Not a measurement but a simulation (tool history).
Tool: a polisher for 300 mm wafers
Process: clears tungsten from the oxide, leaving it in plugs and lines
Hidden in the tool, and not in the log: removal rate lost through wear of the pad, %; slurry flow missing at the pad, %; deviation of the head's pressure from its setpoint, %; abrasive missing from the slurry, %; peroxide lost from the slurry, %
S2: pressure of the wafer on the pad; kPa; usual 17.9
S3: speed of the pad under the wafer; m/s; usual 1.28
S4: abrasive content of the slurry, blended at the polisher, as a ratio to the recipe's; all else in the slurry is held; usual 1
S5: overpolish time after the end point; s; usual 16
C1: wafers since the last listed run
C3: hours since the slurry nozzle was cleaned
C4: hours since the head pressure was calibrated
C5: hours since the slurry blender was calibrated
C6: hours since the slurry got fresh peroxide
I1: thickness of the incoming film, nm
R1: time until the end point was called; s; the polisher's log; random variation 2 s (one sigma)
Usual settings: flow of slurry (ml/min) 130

run 1 hour=0 | flow_of_slurry_(ml/min)=150 S2=17.9 S3=1.28 S4=1 S5=16 | C1=0 wafers_polished_on_this_pad=1917 C3=671.1 C4=899.4 C5=559 C6=153.4 | I1=476.9 | R1=115.6
-- hour=9.3 slurry nozzle cleaned
run 2 hour=94.8 | flow_of_slurry_(ml/min)=130 S2=17.9 S3=1.28 S4=1 S5=16 | C1=650 wafers_polished_on_this_pad=2567 C3=85.5 C4=994.2 C5=653.8 C6=248.2 | I1=478 | R1=122.6
-- hour=102.2 slurry blender recalibrated
run 3 hour=168.9 | flow_of_slurry_(ml/min)=130 S2=17.9 S3=1.28 S4=1 S5=16 | C1=499 wafers_polished_on_this_pad=3067 C3=159.6 C4=1068.3 C5=66.7 C6=322.3 | I1=485.9 | R1=117
-- hour=220.7 head pressure recalibrated
run 4 hour=260.8 | flow_of_slurry_(ml/min)=130 S2=17.9 S3=1.28 S4=1 S5=16 | C1=623 wafers_polished_on_this_pad=3691 C3=251.5 C4=40.1 C5=158.6 C6=414.2 | I1=481.8 | R1=117.6
run 5 hour=359.1 | flow_of_slurry_(ml/min)=130 S2=17.9 S3=1.28 S4=1 S5=16 | C1=681 wafers_polished_on_this_pad=4372 C3=349.8 C4=138.4 C5=256.9 C6=512.5 | I1=480.3 | R1=120.3
run 6 hour=416.4 | flow_of_slurry_(ml/min)=130 S2=14.5 S3=1.28 S4=0.8 S5=12 | C1=397 wafers_polished_on_this_pad=4769 C3=407.1 C4=195.7 C5=314.2 C6=569.8 | I1=486.8 | R1=150.9
run 7 hour=488.3 | flow_of_slurry_(ml/min)=130 S2=15.2 S3=1.28 S4=0.85 S5=16 | C1=498 wafers_polished_on_this_pad=5268 C3=479 C4=267.6 C5=386.1 C6=641.7 | I1=474 | R1=142.8
-- hour=565.4 slurry tank refilled with fresh slurry and peroxide
-- hour=587.1 worn pad replaced by a new one
run 8 hour=598.7 | flow_of_slurry_(ml/min)=130 S2=17.9 S3=1.28 S4=1 S5=16 | C1=730 wafers_polished_on_this_pad=80 C3=589.4 C4=378 C5=496.5 C6=33.3 | I1=483.5 | R1=111.5
run 9 hour=679.8 | flow_of_slurry_(ml/min)=130 S2=17.9 S3=1.28 S4=1.1 S5=10 | C1=562 wafers_polished_on_this_pad=642 C3=670.5 C4=459.1 C5=577.6 C6=114.4 | I1=484.1 | R1=114.2
run 10 hour=755.9 | flow_of_slurry_(ml/min)=130 S2=17.9 S3=1.28 S4=1 S5=16 | C1=527 wafers_polished_on_this_pad=1170 C3=746.6 C4=535.2 C5=653.7 C6=190.5 | I1=482.5 | R1=122.6
-- hour=766.6 slurry blender recalibrated
-- hour=776.9 slurry nozzle cleaned
run 11 hour=945.3 | flow_of_slurry_(ml/min)=130 S2=24.1 S3=1.56 S4=0.8 S5=23 | C1=1292 wafers_polished_on_this_pad=2462 C3=168.4 C4=724.6 C5=178.7 C6=379.9 | I1=481.4 | R1=77.8
run 12 hour=1159.5 | flow_of_slurry_(ml/min)=130 S2=17.9 S3=1.28 S4=1.2 S5=16 | C1=1485 wafers_polished_on_this_pad=3947 C3=382.6 C4=938.8 C5=392.9 C6=594.1 | I1=469 | R1=114.5
run 13 hour=1210.9 | flow_of_slurry_(ml/min)=130 S2=17.9 S3=1.28 S4=1 S5=16 | C1=356 wafers_polished_on_this_pad=4303 C3=434 C4=990.2 C5=444.3 C6=645.5 | I1=476.2 | R1=122
run 14 hour=1264.6 | flow_of_slurry_(ml/min)=130 S2=17.9 S3=1.28 S4=1 S5=16 | C1=372 wafers_polished_on_this_pad=4676 C3=487.7 C4=1043.9 C5=498 C6=699.2 | I1=473.5 | R1=122.5
-- hour=1298 slurry tank refilled with fresh slurry and peroxide
run 15 hour=1328.3 | flow_of_slurry_(ml/min)=155 S2=17.9 S3=1.7 S4=1 S5=16 | C1=434 wafers_polished_on_this_pad=5110 C3=551.4 C4=1107.6 C5=561.7 C6=30.3 | I1=489.5 | R1=103.7
-- hour=1353.6 head pressure recalibrated
-- hour=1362.3 worn pad replaced by a new one
run 16 hour=1412.5 | flow_of_slurry_(ml/min)=130 S2=17.9 S3=1.28 S4=1 S5=16 | C1=542 wafers_polished_on_this_pad=348 C3=635.6 C4=58.9 C5=645.9 C6=114.5 | I1=475.9 | R1=112.7
-- hour=1471.8 slurry blender recalibrated
run 17 hour=1516.1 | flow_of_slurry_(ml/min)=100 S2=17.9 S3=1.68 S4=0.75 S5=21 | C1=704 wafers_polished_on_this_pad=1052 C3=739.2 C4=162.5 C5=44.3 C6=218.1 | I1=473.2 | R1=99.3
run 18 hour=1578.9 | flow_of_slurry_(ml/min)=90 S2=21.4 S3=1.02 S4=0.85 S5=16 | C1=435 wafers_polished_on_this_pad=1487 C3=802 C4=225.3 C5=107.1 C6=280.9 | I1=482.4 | R1=120.6
-- hour=1609.3 slurry nozzle cleaned
run 19 hour=1683.3 | flow_of_slurry_(ml/min)=130 S2=17.9 S3=1.28 S4=1 S5=21 | C1=716 wafers_polished_on_this_pad=2204 C3=74 C4=329.7 C5=211.5 C6=385.3 | I1=470.9 | R1=111.9
run 20 hour=1758.3 | flow_of_slurry_(ml/min)=130 S2=17.9 S3=1.28 S4=1 S5=16 | C1=519 wafers_polished_on_this_pad=2724 C3=149 C4=404.7 C5=286.5 C6=460.3 | I1=486 | R1=122
run 21 hour=1861.7 | flow_of_slurry_(ml/min)=115 S2=17.9 S3=1.64 S4=1.25 S5=11 | C1=716 wafers_polished_on_this_pad=3441 C3=252.4 C4=508.1 C5=389.9 C6=563.7 | I1=484 | R1=97.4
run 22 hour=1941.4 | flow_of_slurry_(ml/min)=130 S2=17.9 S3=1.28 S4=1 S5=16 | C1=552 wafers_polished_on_this_pad=3994 C3=332.1 C4=587.8 C5=469.6 C6=643.4 | I1=480.4 | R1=120.8
-- hour=2021 slurry tank refilled with fresh slurry and peroxide
run 23 hour=2030.1 | flow_of_slurry_(ml/min)=110 S2=15.9 S3=1.28 S4=0.7 S5=16 | C1=608 wafers_polished_on_this_pad=4602 C3=420.8 C4=676.5 C5=558.3 C6=9.1 | I1=478.4 | R1=153.7
run 24 hour=2109.4 | flow_of_slurry_(ml/min)=130 S2=17.9 S3=1.42 S4=1 S5=16 | C1=549 wafers_polished_on_this_pad=5151 C3=500.1 C4=755.8 C5=637.6 C6=88.4 | I1=481.8 | R1=113.8
-- hour=2181.4 slurry blender recalibrated
run 25 hour=2207.4 | flow_of_slurry_(ml/min)=130 S2=17.9 S3=1.28 S4=1 S5=16 | C1=665 wafers_polished_on_this_pad=5817 C3=598.1 C4=853.8 C5=26 C6=186.4 | I1=483.8 | R1=118.8
-- hour=2226.5 worn pad replaced by a new one
run 26 hour=2300.6 | flow_of_slurry_(ml/min)=90 S2=17.9 S3=1.02 S4=1.1 S5=16 | C1=618 wafers_polished_on_this_pad=513 C3=691.3 C4=947 C5=119.2 C6=279.6 | I1=483.4 | R1=133

The same runs without the tool's hidden state, with the same run-to-run variation:
run=1 R1=101
run=2 R1=104
run=3 R1=105.4
run=4 R1=105
run=5 R1=106.4
run=6 R1=132.7
run=7 R1=124.6
run=8 R1=105.4
run=9 R1=103.6
run=10 R1=107.6
run=11 R1=69.5
run=12 R1=99
run=13 R1=104.7
run=14 R1=104.2
run=15 R1=87.2
run=16 R1=103
run=17 R1=93.7
run=18 R1=112.2
run=19 R1=101.9
run=20 R1=109.8
run=21 R1=86.1
run=22 R1=105.5
run=23 R1=132.2
run=24 R1=96.3
run=25 R1=105.3
run=26 R1=126.1

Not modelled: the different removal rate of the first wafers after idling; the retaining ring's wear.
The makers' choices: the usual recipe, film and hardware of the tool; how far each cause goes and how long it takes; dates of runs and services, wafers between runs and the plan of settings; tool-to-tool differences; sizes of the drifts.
